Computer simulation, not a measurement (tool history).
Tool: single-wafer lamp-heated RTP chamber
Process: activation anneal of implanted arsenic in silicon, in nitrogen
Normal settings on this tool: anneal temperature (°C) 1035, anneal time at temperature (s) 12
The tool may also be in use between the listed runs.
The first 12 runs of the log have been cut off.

| run | hour | anneal temperature (°C) | anneal time at temperature (s) | wafers since the last listed run | wafers since the last pyrometer calibration | wafers since the reflector plate was cleaned | hours since the gauge calibration | read-back reference wafer on the same gauge, sheet resistance | sheet resistance of the implanted and annealed layer (ohm/square) |
|---|---|---|---|---|---|---|---|---|---|
| 13 | 280.9 | 1035 | 12 | 575 | 3042 | 3117 | 35.7 | 108.91 | 127.33 |
| 14 | 299.9 | 1035 | 12 | 419 | 3461 | 3537 | 54.7 | 108.89 | 125.57 |
| 15 | 320.1 | 1045 | 16 | 445 | 3907 | 3982 | 74.9 | 108.93 | 119.68 |
| 16 | 355.5 | 1013 | 18 | 781 | 4688 | 4764 | 110.3 | 108.99 | 125.64 |
| 17 | 370.1 | 1019 | 5 | 322 | 5010 | 5086 | 124.9 | 108.75 | 141.53 |
|  | 384.1 | pyrometer window cleaned and pyrometer calibrated |
| 18 | 384.6 | 1018 | 8 | 143 | 10 | 5229 | 139.4 | 108.95 | 137.75 |
| 19 | 403.9 | 1051 | 12 | 425 | 436 | 5655 | 158.7 | 108.98 | 121.9 |
|  | 436.5 | reflector plate cleaned |
| 20 | 437 | 1035 | 12 | 553 | 990 | 10 | 191.8 | 108.86 | 126.96 |
| 21 | 464.1 | 1035 | 12 | 598 | 1588 | 608 | 218.9 | 109.09 | 127.09 |
| 22 | 494.7 | 1027 | 8 | 675 | 2264 | 1283 | 249.5 | 108.96 | 134.05 |
| 23 | 517.2 | 1059 | 12 | 496 | 2760 | 1780 | 272 | 109.04 | 120.56 |
| 24 | 548.8 | 1035 | 12 | 697 | 3458 | 2477 | 303.6 | 108.86 | 126.46 |
| 25 | 580 | 1063 | 5 | 688 | 4146 | 3166 | 334.8 | 109.02 | 127.32 |
| 26 | 598.7 | 1019 | 14 | 412 | 4559 | 3579 | 353.5 | 109.09 | 127.15 |
| 27 | 628.9 | 1052 | 6 | 666 | 5225 | 4245 | 383.7 | 109.08 | 128.5 |
|  | 656.8 | pyrometer window cleaned and pyrometer calibrated |
| 28 | 662.8 | 1035 | 12 | 571 | 132 | 4817 | 417.6 | 109.11 | 127.97 |
| 29 | 686 | 1035 | 12 | 511 | 644 | 5329 | 440.8 | 109.05 | 126.65 |
| 30 | 710.4 | 1035 | 12 | 538 | 1182 | 5867 | 465.2 | 109.05 | 127.82 |
|  | 736.4 | reflector plate cleaned |
| 31 | 744.1 | 1015 | 10 | 567 | 1749 | 170 | 498.9 | 108.98 | 136.63 |
| 32 | 765.8 | 1022 | 5 | 478 | 2228 | 649 | 520.6 | 108.86 | 140.9 |
| 33 | 792.4 | 1021 | 18 | 587 | 2815 | 1236 | 547.2 | 108.84 | 125.99 |
| 34 | 817.6 | 1035 | 12 | 556 | 3371 | 1792 | 572.4 | 108.97 | 126.75 |
| 35 | 834.6 | 1050 | 18 | 375 | 3747 | 2167 | 589.4 | 109.11 | 118.28 |
| 36 | 906.3 | 1035 | 12 | 1582 | 5329 | 3750 | 661.1 | 109 | 125.22 |
|  | 922.9 | pyrometer window cleaned and pyrometer calibrated |
| 37 | 936.5 | 1035 | 12 | 489 | 299 | 4240 | 691.3 | 108.81 | 127.4 |

Predict each of these 3 candidate next runs independently; none follows another, all start after run 37:
| A | 936.9 | 1035 | 17 | 8 | 308 | 4249 | 691.7 | ? | ? |
| B | 936.9 | 1027 | 12 | 8 | 308 | 4249 | 691.7 | ? | ? |
| C | 936.9 | 1053 | 10 | 8 | 308 | 4249 | 691.7 | ? | ? |

| run | read-back reference wafer on the same gauge, sheet resistance | sheet resistance of the implanted and annealed layer (ohm/square) |
|---|---|---|
| A | 108.91 | 124.09 |
| B | 108.91 | 130.65 |
| C | 108.91 | 125.35 |
Without the tool's unlogged condition, the same runs would have read:
| run | sheet resistance of the implanted and annealed layer (ohm/square) |
|---|---|
| A | 124.27 |
| B | 130.86 |
| C | 125.52 |
